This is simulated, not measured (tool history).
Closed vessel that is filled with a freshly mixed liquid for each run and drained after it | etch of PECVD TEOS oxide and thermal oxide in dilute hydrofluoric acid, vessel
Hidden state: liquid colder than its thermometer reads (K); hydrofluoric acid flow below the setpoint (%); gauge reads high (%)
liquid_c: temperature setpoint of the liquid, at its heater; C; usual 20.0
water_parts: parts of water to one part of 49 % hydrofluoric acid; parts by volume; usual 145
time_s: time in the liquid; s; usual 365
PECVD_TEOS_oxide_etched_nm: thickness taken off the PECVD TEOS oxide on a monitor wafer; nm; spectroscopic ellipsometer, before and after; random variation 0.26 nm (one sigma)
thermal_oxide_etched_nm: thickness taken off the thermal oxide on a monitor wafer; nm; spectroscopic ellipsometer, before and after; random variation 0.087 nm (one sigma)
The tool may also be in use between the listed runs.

| run | hour | liquid_c | water_parts | time_s | wafers since the last listed run | hours since the thermometer was replaced | hours since the hydrofluoric acid flow meter was replaced | hours since the gauge calibration | read-back film thickness of the PECVD TEOS oxide reference wafer, read on the same gauge (nm) | read-back film thickness of the thermal oxide reference wafer, read on the same gauge (nm) | PECVD_TEOS_oxide_etched_nm | thermal_oxide_etched_nm |
|---|---|---|---|---|---|---|---|---|---|---|---|---|
| 1 | 0.0 | 20.0 | 125 | 420 | 0 | 848.3 | 508.4 | 1147.7 | 149.97 | 69.99 | 53.47 | 12.00 |
| 2 | 48.5 | 20.0 | 125 | 420 | 4427 | 896.8 | 556.9 | 1196.2 | 149.98 | 69.99 | 53.58 | 12.01 |
| 3 | 234.8 | 20.0 | 145 | 365 | 17007 | 1083.1 | 743.2 | 1382.5 | 150.00 | 70.01 | 38.87 | 8.85 |
| 4 | 270.5 | 20.0 | 145 | 365 | 3259 | 1118.8 | 778.9 | 1418.2 | 150.00 | 69.99 | 39.18 | 8.63 |
| 5 | 331.1 | 20.0 | 145 | 365 | 5532 | 1179.4 | 839.5 | 1478.8 | 150.03 | 69.99 | 38.86 | 8.67 |
| 6 | 370.4 | 20.0 | 145 | 365 | 3587 | 1218.7 | 878.8 | 1518.1 | 150.01 | 70.01 | 38.23 | 8.84 |
| 7 | 429.0 | 20.0 | 145 | 365 | 5349 | 1277.3 | 937.4 | 1576.7 | 150.00 | 70.00 | 38.46 | 8.58 |
|  | 483.6 | hydrofluoric acid flow meter replaced |
| 8 | 496.6 | 20.0 | 145 | 365 | 6079 | 1344.9 | 13.0 | 1644.3 | 150.04 | 69.98 | 41.16 | 9.12 |
| 9 | 544.9 | 20.0 | 145 | 365 | 4409 | 1393.2 | 61.3 | 1692.6 | 149.99 | 70.02 | 40.12 | 9.19 |
| 10 | 574.1 | 20.0 | 115 | 365 | 2665 | 1422.4 | 90.5 | 1721.8 | 149.96 | 70.03 | 53.18 | 11.90 |
| 11 | 645.2 | 20.0 | 115 | 365 | 6490 | 1493.5 | 161.6 | 1792.9 | 150.03 | 70.02 | 52.16 | 11.72 |
| 12 | 678.4 | 17.5 | 145 | 435 | 3030 | 1526.7 | 194.8 | 1826.1 | 150.05 | 69.99 | 43.23 | 9.72 |
| 13 | 717.9 | 17.5 | 145 | 435 | 3605 | 1566.2 | 234.3 | 1865.6 | 149.99 | 70.02 | 43.68 | 9.80 |
| 14 | 784.4 | 17.0 | 145 | 365 | 6070 | 1632.7 | 300.8 | 1932.1 | 150.04 | 70.02 | 35.76 | 7.96 |
| 15 | 848.6 | 20.0 | 145 | 365 | 5860 | 1696.9 | 365.0 | 1996.3 | 149.94 | 69.99 | 39.86 | 8.97 |
|  | 878.4 | gauge calibrated |
| 16 | 910.7 | 21.5 | 145 | 230 | 5669 | 1759.0 | 427.1 | 32.3 | 150.04 | 70.02 | 26.89 | 5.87 |
| 17 | 980.7 | 20.0 | 145 | 365 | 6390 | 1829.0 | 497.1 | 102.3 | 149.97 | 69.99 | 39.90 | 8.88 |
| 18 | 1008.3 | 20.0 | 145 | 365 | 2519 | 1856.6 | 524.7 | 129.9 | 150.00 | 70.00 | 39.73 | 8.84 |
| 19 | 1094.7 | 17.5 | 145 | 365 | 7887 | 1943.0 | 611.1 | 216.3 | 150.05 | 70.03 | 35.30 | 7.78 |
| 20 | 1305.9 | 20.0 | 180 | 365 | 19280 | 2154.2 | 822.3 | 427.5 | 149.99 | 69.99 | 29.95 | 6.80 |
|  | 1309.3 | thermometer replaced |
|  | 1425.4 | hydrofluoric acid flow meter replaced |
| 21 | 1505.9 | 20.0 | 120 | 365 | 18075 | 196.6 | 80.5 | 627.5 | 150.01 | 69.99 | 50.27 | 11.24 |
| 22 | 1576.7 | 18.5 | 200 | 545 | 6463 | 267.4 | 151.3 | 698.3 | 149.99 | 70.00 | 39.15 | 8.73 |
| 23 | 1609.9 | 17.5 | 145 | 365 | 3030 | 300.6 | 184.5 | 731.5 | 149.97 | 70.03 | 36.45 | 8.20 |
| 24 | 1650.2 | 20.0 | 145 | 365 | 3679 | 340.9 | 224.8 | 771.8 | 150.01 | 69.97 | 40.49 | 9.06 |
| 25 | 1681.2 | 17.0 | 175 | 475 | 2830 | 371.9 | 255.8 | 802.8 | 150.03 | 70.02 | 37.02 | 8.42 |
| 26 | 1752.1 | 17.5 | 145 | 435 | 6472 | 442.8 | 326.7 | 873.7 | 149.97 | 70.00 | 42.92 | 9.75 |
| 27 | 1814.0 | 20.0 | 85 | 365 | 5650 | 504.7 | 388.6 | 935.6 | 150.01 | 70.02 | 72.36 | 16.22 |

3 ways to go on from here, each from the tool as it stands after run 27. What would each give?
| A | 1814.8 | 20.0 | 145 | 365 | 73 | 505.5 | 389.4 | 936.4 | ? | ? | ? | ? |
| B | 1814.8 | 23.0 | 185 | 275 | 73 | 505.5 | 389.4 | 936.4 | ? | ? | ? | ? |
| C | 1814.8 | 20.0 | 80 | 365 | 73 | 505.5 | 389.4 | 936.4 | ? | ? | ? | ? |

| run | read-back film thickness of the PECVD TEOS oxide reference wafer, read on the same gauge (nm) | read-back film thickness of the thermal oxide reference wafer, read on the same gauge (nm) | PECVD_TEOS_oxide_etched_nm | thermal_oxide_etched_nm |
|---|---|---|---|---|
| A | 150.05 | 70.03 | 39.96 | 8.86 |
| B | 150.05 | 70.03 | 25.39 | 5.63 |
| C | 150.05 | 70.03 | 77.88 | 17.27 |
Without the tool's hidden state the same runs would have given:
| run | PECVD_TEOS_oxide_etched_nm | thermal_oxide_etched_nm |
|---|---|---|
| A | 40.98 | 9.09 |
| B | 26.06 | 5.78 |
| C | 79.76 | 17.69 |
